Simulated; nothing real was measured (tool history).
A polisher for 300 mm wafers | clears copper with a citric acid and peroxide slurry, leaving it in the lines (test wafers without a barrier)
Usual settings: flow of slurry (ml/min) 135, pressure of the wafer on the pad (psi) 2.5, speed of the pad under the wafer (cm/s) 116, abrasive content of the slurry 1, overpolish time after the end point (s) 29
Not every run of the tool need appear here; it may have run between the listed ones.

run     day  flow of slurry (ml/min)  pressure of the wafer on the pad (psi)  speed of the pad under the wafer (cm/s)  abrasive content of the slurry  overpolish time after the end point (s)  wafers since the last listed run  wafers polished on this pad  hours since the slurry nozzle was cleaned  hours since the head pressure was calibrated  hours since the slurry blender was calibrated  incoming thickness of the incoming film, nm  time until the end point was called (s)  dishing of a wide line in a test structure (angstrom)
  1       0                      135                                     2.5                                      116                               1                                       29                                 0                          471                                      701.9                                         472.7                                            229                                        263.7                                    132.5                                                    325
        0.8  -- slurry nozzle cleaned
  2   2.529                      135                                     2.5                                      116                               1                                       29                               382                          854                                       41.5                                         533.4                                          289.7                                        256.2                                    129.2                                                    311
  3   4.125                      135                                     2.5                                      116                               1                                       29                               245                         1100                                       79.8                                         571.7                                            328                                        259.7                                    134.4                                                    316
  4   5.675                      135                                     2.5                                      116                               1                                       29                               238                         1338                                        117                                         608.9                                          365.2                                        256.8                                    131.7                                                    315
  5   7.388                      135                                     2.5                                      116                               1                                       29                               263                         1601                                      158.1                                           650                                          406.3                                        253.9                                    132.6                                                    320
  6  10.412                      135                                     2.5                                      116                               1                                       29                               465                         2067                                      230.7                                         722.6                                          478.9                                        259.7                                    138.7                                                    309
  7  12.971                      135                                     2.5                                      116                               1                                       29                               393                         2460                                      292.1                                           784                                          540.3                                        259.4                                    137.9                                                    310
     14.158  -- slurry blender recalibrated
  8  15.529                      135                                     2.5                                      116                               1                                       29                               380                         2841                                      353.5                                         845.4                                           32.9                                        262.6                                    120.5                                                    340
  9  18.375                      135                                     2.5                                      116                               1                                       17                               437                         3279                                      421.8                                         913.7                                          101.2                                        261.3                                    126.2                                                    238
     19.704  -- worn pad replaced by a new one
 10  22.338                      135                                     2.5                                      116                               1                                       29                               583                          405                                      516.9                                        1008.8                                          196.3                                        257.4                                    124.1                                                    326
 11  24.104                      135                                     2.1                                      116                               1                                       29                               271                          676                                      559.3                                        1051.2                                          238.7                                          262                                    152.9                                                    293
 12  27.008                      135                                     2.5                                      150                               1                                       25                               446                         1123                                        629                                        1120.9                                          308.4                                        254.9                                    102.5                                                    338
 13   28.55                       95                                       3                                      132                               1                                       44                               237                         1360                                        666                                        1157.9                                          345.4                                        258.8                                    112.5                                                    404
 14    31.9                      135                                     2.5                                      116                               1                                       29                               515                         1875                                      746.4                                        1238.3                                          425.8                                        257.1                                    133.3                                                    322
 15  34.592                      135                                     3.2                                      116                               1                                       17                               414                         2289                                        811                                        1302.9                                          490.4                                        256.4                                      113                                                    260
     36.112  -- slurry nozzle cleaned
 16  39.025                      135                                     2.5                                      116                            0.75                                       23                               675                         2965                                       69.9                                        1409.3                                          596.8                                        259.5                                    147.6                                                    260
 17  40.883                      135                                     2.5                                      116                               1                                       29                               285                         3251                                      114.5                                        1453.9                                          641.4                                        262.4                                    137.8                                                    312
     41.425  -- slurry blender recalibrated
     42.158  -- worn pad replaced by a new one
 18   42.95                      135                                     2.5                                      116                               1                                       29                               279                          122                                      164.1                                        1503.5                                           36.6                                        257.7                                    123.1                                                    344
 19  45.392                      135                                     2.5                                      116                               1                                       29                               375                          497                                      222.7                                        1562.1                                           95.2                                        259.8                                    126.5                                                    323
     45.854  -- head pressure recalibrated
 20   49.85                      175                                     2.5                                      138                               1                                       42                               672                         1170                                      329.7                                          95.9                                          202.2                                        260.9                                    104.5                                                    403
 21   53.15                      135                                     2.5                                      116                             1.2                                       29                               507                         1678                                      408.9                                         175.1                                          281.4                                          255                                    121.9                                                    326
 22  55.104                      135                                     2.8                                      116                               1                                       29                               300                         1978                                      455.8                                           222                                          328.3                                        260.6                                      126                                                    329
 23  57.033                      135                                     2.5                                      116                             0.9                                       29                               296                         2275                                      502.1                                         268.3                                          374.6                                        262.4                                    143.6                                                    308
 24  60.946                      135                                     1.8                                      102                             0.9                                       19                               601                         2877                                        596                                         362.2                                          468.5                                        262.3                                    199.9                                                    180
 25  62.942                      165                                     2.5                                      116                               1                                       29                               306                         3184                                      643.9                                         410.1                                          516.4                                        258.2                                    132.3                                                    316
 26  67.171                      135                                     2.5                                      116                               1                                       29                               650                         3834                                      745.4                                         511.6                                          617.9                                        260.4                                    137.9                                                    313
     67.304  -- slurry blender recalibrated
     67.496  -- slurry nozzle cleaned
 27  69.258                      135                                     3.4                                      116                             1.1                                       29                               301                         4136                                       42.3                                         561.7                                           46.9                                        262.8                                     96.8                                                    379
     69.671  -- worn pad replaced by a new one
 28  71.521                      135                                     2.5                                       82                            0.85                                       29                               322                          284                                       96.6                                           616                                          101.2                                        258.6                                    181.5                                                    263
 29  74.196                      135                                     2.5                                      116                               1                                       29                               411                          696                                      160.8                                         680.2                                          165.4                                        256.9                                    124.9                                                    331

Here are 3 independent what-if runs from the current tool condition. What would each one return?
  A  74.217                      135                                     2.5                                      116                               1                                       29                                 3                          699                                      161.3                                         680.7                                          165.9                                        258.7                                        ?                                                      ?
  B  74.217                      115                                     2.5                                      116                               1                                       29                                 3                          699                                      161.3                                         680.7                                          165.9                                        258.7                                        ?                                                      ?
  C  74.217                      120                                     2.5                                      116                               1                                       29                                 3                          699                                      161.3                                         680.7                                          165.9                                        258.7                                        ?                                                      ?

run  time until the end point was called (s)  dishing of a wide line in a test structure (angstrom)
  A                                    126.3                                                    325
  B                                    130.3                                                    320
  C                                    129.1                                                    322
Without the tool's unlogged condition, the same runs would have read:
run  time until the end point was called (s)  dishing of a wide line in a test structure (angstrom)
  A                                    115.9                                                    340
  B                                    119.6                                                    334
  C                                    118.6                                                    336

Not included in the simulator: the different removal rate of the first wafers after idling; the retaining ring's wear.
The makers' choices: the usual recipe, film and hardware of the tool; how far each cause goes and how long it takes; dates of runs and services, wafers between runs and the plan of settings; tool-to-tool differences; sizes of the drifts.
